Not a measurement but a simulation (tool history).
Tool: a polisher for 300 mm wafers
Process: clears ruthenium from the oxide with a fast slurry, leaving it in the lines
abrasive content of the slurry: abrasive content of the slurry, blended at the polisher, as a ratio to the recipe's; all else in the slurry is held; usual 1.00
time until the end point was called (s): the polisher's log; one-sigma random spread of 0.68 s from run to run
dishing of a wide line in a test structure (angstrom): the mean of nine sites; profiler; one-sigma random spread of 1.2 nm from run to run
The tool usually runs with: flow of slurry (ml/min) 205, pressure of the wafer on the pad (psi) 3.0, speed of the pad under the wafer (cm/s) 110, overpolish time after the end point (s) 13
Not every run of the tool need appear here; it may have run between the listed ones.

| run | day | flow of slurry (ml/min) | pressure of the wafer on the pad (psi) | speed of the pad under the wafer (cm/s) | abrasive content of the slurry | overpolish time after the end point (s) | wafers since the last listed run | wafers polished on this pad | hours since the slurry nozzle was cleaned | hours since the head pressure was calibrated | hours since the slurry blender was calibrated | incoming thickness of the incoming film, nm | time until the end point was called (s) | dishing of a wide line in a test structure (angstrom) |
|---|---|---|---|---|---|---|---|---|---|---|---|---|---|---|
| 1 | 0.000 | 205 | 3.0 | 110 | 1.00 | 16 | 0 | 103 | 165.4 | 1019.8 | 222.0 | 306.3 | 55.3 | 736 |
| 2 | 0.688 | 205 | 3.0 | 110 | 1.00 | 13 | 158 | 261 | 181.9 | 1036.3 | 238.5 | 308.5 | 54.9 | 638 |
| 3 | 1.312 | 205 | 3.0 | 110 | 1.00 | 13 | 144 | 405 | 196.9 | 1051.3 | 253.5 | 312.4 | 56.2 | 645 |
| 4 | 1.992 | 205 | 3.0 | 110 | 1.00 | 13 | 156 | 562 | 213.2 | 1067.6 | 269.8 | 305.4 | 54.3 | 620 |
| 5 | 2.275 | 205 | 3.0 | 110 | 1.00 | 13 | 65 | 627 | 220.0 | 1074.4 | 276.6 | 314.2 | 56.4 | 636 |
|  | 3.000 | worn pad replaced by a new one |
| 6 | 3.021 | 205 | 3.0 | 110 | 1.00 | 13 | 133 | 5 | 237.9 | 1092.3 | 294.5 | 310.0 | 55.7 | 629 |
| 7 | 3.392 | 165 | 3.0 | 110 | 1.00 | 13 | 85 | 90 | 246.8 | 1101.2 | 303.4 | 314.1 | 58.3 | 592 |
|  | 3.496 | head pressure recalibrated |
| 8 | 4.004 | 205 | 3.0 | 110 | 0.90 | 13 | 122 | 212 | 261.5 | 12.2 | 318.1 | 314.7 | 58.7 | 612 |
| 9 | 4.442 | 205 | 2.7 | 110 | 1.00 | 13 | 100 | 313 | 272.0 | 22.7 | 328.6 | 307.6 | 59.4 | 572 |
|  | 4.954 | slurry nozzle cleaned |
|  | 6.233 | slurry blender recalibrated |
|  | 6.508 | worn pad replaced by a new one |
| 10 | 6.658 | 175 | 3.0 | 136 | 0.75 | 11 | 443 | 34 | 40.9 | 75.9 | 10.2 | 306.9 | 56.2 | 544 |
| 11 | 7.371 | 205 | 3.0 | 110 | 0.80 | 13 | 164 | 198 | 58.0 | 93.0 | 27.3 | 310.3 | 61.6 | 551 |
| 12 | 8.046 | 205 | 3.0 | 110 | 1.00 | 13 | 155 | 354 | 74.2 | 109.2 | 43.5 | 309.2 | 56.4 | 618 |
| 13 | 8.721 | 205 | 3.5 | 110 | 1.00 | 13 | 155 | 510 | 90.4 | 125.4 | 59.7 | 315.2 | 49.4 | 690 |
| 14 | 9.654 | 205 | 2.1 | 110 | 1.00 | 13 | 215 | 725 | 112.8 | 147.8 | 82.1 | 312.1 | 75.6 | 492 |

Alternative continuations, all from the tool just after run 14; predict every row:
| A | 9.671 | 260 | 3.0 | 110 | 1.00 | 13 | 3 | 729 | 113.2 | 148.2 | 82.5 | 313.7 | ? | ? |
| B | 9.671 | 205 | 3.0 | 88 | 1.00 | 13 | 3 | 729 | 113.2 | 148.2 | 82.5 | 313.7 | ? | ? |
| C | 9.671 | 235 | 2.0 | 76 | 1.30 | 13 | 3 | 729 | 113.2 | 148.2 | 82.5 | 313.7 | ? | ? |

| run | time until the end point was called (s) | dishing of a wide line in a test structure (angstrom) |
|---|---|---|
| A | 54.1 | 643 |
| B | 63.9 | 557 |
| C | 84.8 | 433 |
What these runs would have given with no unlogged condition in the tool:
| run | time until the end point was called (s) | dishing of a wide line in a test structure (angstrom) |
|---|---|---|
| A | 54.1 | 643 |
| B | 63.9 | 557 |
| C | 84.8 | 433 |
